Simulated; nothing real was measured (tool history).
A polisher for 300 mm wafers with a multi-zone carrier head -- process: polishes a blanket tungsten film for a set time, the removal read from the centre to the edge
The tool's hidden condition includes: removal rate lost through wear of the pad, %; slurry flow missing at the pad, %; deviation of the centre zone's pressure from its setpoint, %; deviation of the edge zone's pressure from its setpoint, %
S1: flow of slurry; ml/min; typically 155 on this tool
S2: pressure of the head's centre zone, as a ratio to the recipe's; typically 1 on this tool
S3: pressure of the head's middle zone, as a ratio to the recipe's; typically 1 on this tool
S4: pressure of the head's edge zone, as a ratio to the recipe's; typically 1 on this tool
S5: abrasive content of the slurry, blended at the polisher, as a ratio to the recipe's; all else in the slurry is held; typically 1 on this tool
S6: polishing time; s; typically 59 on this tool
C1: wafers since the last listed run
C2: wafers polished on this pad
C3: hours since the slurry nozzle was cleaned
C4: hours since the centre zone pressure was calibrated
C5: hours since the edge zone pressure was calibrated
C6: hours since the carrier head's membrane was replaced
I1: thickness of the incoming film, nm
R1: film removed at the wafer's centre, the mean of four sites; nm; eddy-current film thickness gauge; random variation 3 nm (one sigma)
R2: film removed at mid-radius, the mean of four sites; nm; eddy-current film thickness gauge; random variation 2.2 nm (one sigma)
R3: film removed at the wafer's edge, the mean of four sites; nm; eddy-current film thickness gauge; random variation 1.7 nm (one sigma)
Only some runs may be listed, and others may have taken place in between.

{"run": 1, "day": 0.0, "S1": 155, "S2": 1, "S3": 1, "S4": 1, "S5": 1, "S6": 59, "C1": 0, "C2": 3356, "C3": 223.1, "C4": 1439.9, "C5": 475.9, "C6": 454, "I1": 938.5, "R1": 238.2, "R2": 235.7, "R3": 238.2}
{"day": 2.333, "done": "centre zone pressure recalibrated"}
{"run": 2, "day": 3.142, "S1": 120, "S2": 1, "S3": 1, "S4": 1, "S5": 1, "S6": 59, "C1": 633, "C2": 3989, "C3": 298.5, "C4": 19.4, "C5": 551.3, "C6": 529.4, "I1": 929.7, "R1": 217.9, "R2": 216.5, "R3": 226.9}
{"day": 11.471, "done": "worn pad replaced by a new one"}
{"run": 3, "day": 12.592, "S1": 155, "S2": 1, "S3": 1, "S4": 0.93, "S5": 1, "S6": 59, "C1": 1922, "C2": 232, "C3": 525.3, "C4": 246.2, "C5": 778.1, "C6": 756.2, "I1": 943, "R1": 232.6, "R2": 223.2, "R3": 224.2}
{"day": 16.217, "done": "edge zone pressure recalibrated"}
{"run": 4, "day": 16.683, "S1": 120, "S2": 1.09, "S3": 1, "S4": 1, "S5": 1, "S6": 59, "C1": 830, "C2": 1062, "C3": 623.5, "C4": 344.4, "C5": 11.2, "C6": 854.4, "I1": 944.2, "R1": 210.5, "R2": 196.4, "R3": 210.8}
{"day": 17.542, "done": "slurry nozzle cleaned"}
{"run": 5, "day": 21.112, "S1": 155, "S2": 1, "S3": 0.9, "S4": 1, "S5": 1, "S6": 72, "C1": 908, "C2": 1971, "C3": 85.7, "C4": 450.7, "C5": 117.5, "C6": 960.7, "I1": 939.2, "R1": 296.4, "R2": 263, "R3": 292.7}
{"run": 6, "day": 23.612, "S1": 155, "S2": 1.07, "S3": 1, "S4": 0.88, "S5": 1.2, "S6": 52, "C1": 517, "C2": 2489, "C3": 145.7, "C4": 510.7, "C5": 177.5, "C6": 1020.7, "I1": 944.2, "R1": 230.3, "R2": 214.4, "R3": 208.8}
{"run": 7, "day": 28.021, "S1": 110, "S2": 1, "S3": 1, "S4": 1.07, "S5": 1, "S6": 59, "C1": 913, "C2": 3402, "C3": 251.5, "C4": 616.5, "C5": 283.3, "C6": 1126.5, "I1": 941.6, "R1": 218.3, "R2": 216.4, "R3": 229.8}
{"run": 8, "day": 30.825, "S1": 155, "S2": 1, "S3": 1, "S4": 1, "S5": 1, "S6": 59, "C1": 580, "C2": 3983, "C3": 318.8, "C4": 683.8, "C5": 350.6, "C6": 1193.8, "I1": 933, "R1": 241.3, "R2": 238, "R3": 238}
{"run": 9, "day": 34.712, "S1": 130, "S2": 0.97, "S3": 0.95, "S4": 1.1, "S5": 1, "S6": 59, "C1": 805, "C2": 4788, "C3": 412.1, "C4": 777.1, "C5": 443.9, "C6": 1287.1, "I1": 928, "R1": 219.4, "R2": 209.4, "R3": 237.1}
{"run": 10, "day": 38.242, "S1": 155, "S2": 1, "S3": 1, "S4": 1, "S5": 1, "S6": 59, "C1": 731, "C2": 5519, "C3": 496.8, "C4": 861.8, "C5": 528.6, "C6": 1371.8, "I1": 926.9, "R1": 235.2, "R2": 228.3, "R3": 233.4}
{"day": 39.583, "done": "worn pad replaced by a new one"}
{"run": 11, "day": 40.396, "S1": 155, "S2": 1, "S3": 1.07, "S4": 0.95, "S5": 0.8, "S6": 68, "C1": 411, "C2": 168, "C3": 548.5, "C4": 913.5, "C5": 580.3, "C6": 1423.5, "I1": 947.8, "R1": 249.5, "R2": 263.5, "R3": 252}
{"run": 12, "day": 43.054, "S1": 155, "S2": 1, "S3": 1, "S4": 1.07, "S5": 1, "S6": 59, "C1": 550, "C2": 718, "C3": 612.3, "C4": 977.3, "C5": 644.1, "C6": 1487.3, "I1": 929, "R1": 227.7, "R2": 221.4, "R3": 234.1}
{"day": 44.158, "done": "slurry nozzle cleaned"}
{"day": 46.467, "done": "carrier head's membrane replaced by a new one"}
{"run": 13, "day": 47.233, "S1": 155, "S2": 1, "S3": 1, "S4": 1, "S5": 1, "S6": 59, "C1": 813, "C2": 1532, "C3": 73.8, "C4": 1077.6, "C5": 744.4, "C6": 18.4, "I1": 945.1, "R1": 247.8, "R2": 244.6, "R3": 243.1}
{"run": 14, "day": 51.683, "S1": 180, "S2": 1, "S3": 1, "S4": 1, "S5": 1, "S6": 59, "C1": 921, "C2": 2454, "C3": 180.6, "C4": 1184.4, "C5": 851.2, "C6": 125.2, "I1": 948.4, "R1": 256.6, "R2": 246.7, "R3": 245.5}
{"run": 15, "day": 55.788, "S1": 115, "S2": 1, "S3": 1.09, "S4": 1, "S5": 1.1, "S6": 54, "C1": 850, "C2": 3304, "C3": 279.1, "C4": 1282.9, "C5": 949.7, "C6": 223.7, "I1": 930, "R1": 207.3, "R2": 221.7, "R3": 210.3}
{"run": 16, "day": 59.617, "S1": 170, "S2": 1, "S3": 0.93, "S4": 1, "S5": 1.2, "S6": 59, "C1": 793, "C2": 4097, "C3": 371, "C4": 1374.8, "C5": 1041.6, "C6": 315.6, "I1": 953.7, "R1": 248.7, "R2": 230.6, "R3": 249.8}
{"day": 60.5, "done": "edge zone pressure recalibrated"}
{"run": 17, "day": 62.638, "S1": 155, "S2": 1, "S3": 1, "S4": 1, "S5": 1, "S6": 73, "C1": 608, "C2": 4706, "C3": 443.5, "C4": 1447.3, "C5": 51.3, "C6": 388.1, "I1": 953, "R1": 290.3, "R2": 286.7, "R3": 293.8}
{"day": 65.512, "done": "centre zone pressure recalibrated"}
{"run": 18, "day": 66.096, "S1": 155, "S2": 1, "S3": 1, "S4": 1, "S5": 1, "S6": 59, "C1": 699, "C2": 5405, "C3": 526.5, "C4": 14, "C5": 134.3, "C6": 471.1, "I1": 939.4, "R1": 235.1, "R2": 230.6, "R3": 231.8}
{"day": 66.675, "done": "worn pad replaced by a new one"}
{"day": 70.062, "done": "slurry nozzle cleaned"}
{"run": 19, "day": 70.583, "S1": 155, "S2": 1, "S3": 1.11, "S4": 0.9, "S5": 1, "S6": 59, "C1": 886, "C2": 800, "C3": 12.5, "C4": 121.7, "C5": 242, "C6": 578.8, "I1": 933.6, "R1": 239.3, "R2": 261.5, "R3": 230.8}
{"run": 20, "day": 72.262, "S1": 155, "S2": 1.08, "S3": 1, "S4": 1, "S5": 1, "S6": 59, "C1": 347, "C2": 1148, "C3": 52.8, "C4": 162, "C5": 282.3, "C6": 619.1, "I1": 943.8, "R1": 258.7, "R2": 234, "R3": 240.8}

Pick out some run-to-run changes in R1. Of each, how much would a tool without hidden state show as well, from the settings, what came in and chance, and how much is left for the hidden state and any gauge scatter not in both results compared?
Run 4 -> 5: S1 120 -> 155, S2 1.09 -> 1, S3 1 -> 0.9, S6 59 -> 72, slurry nozzle cleaned. R1 +85.9 nm: hidden state +32.4, all else +53.5.
Run 5 -> 6: S2 1 -> 1.07, S3 0.9 -> 1, S4 1 -> 0.88, S5 1 -> 1.2, S6 72 -> 52. R1 -66.1 nm: hidden state +0.3, all else -66.4.
Run 12 -> 13: S4 1.07 -> 1, slurry nozzle cleaned, carrier head's membrane replaced by a new one. R1 +20.1 nm: hidden state +21.5, all else -1.4.
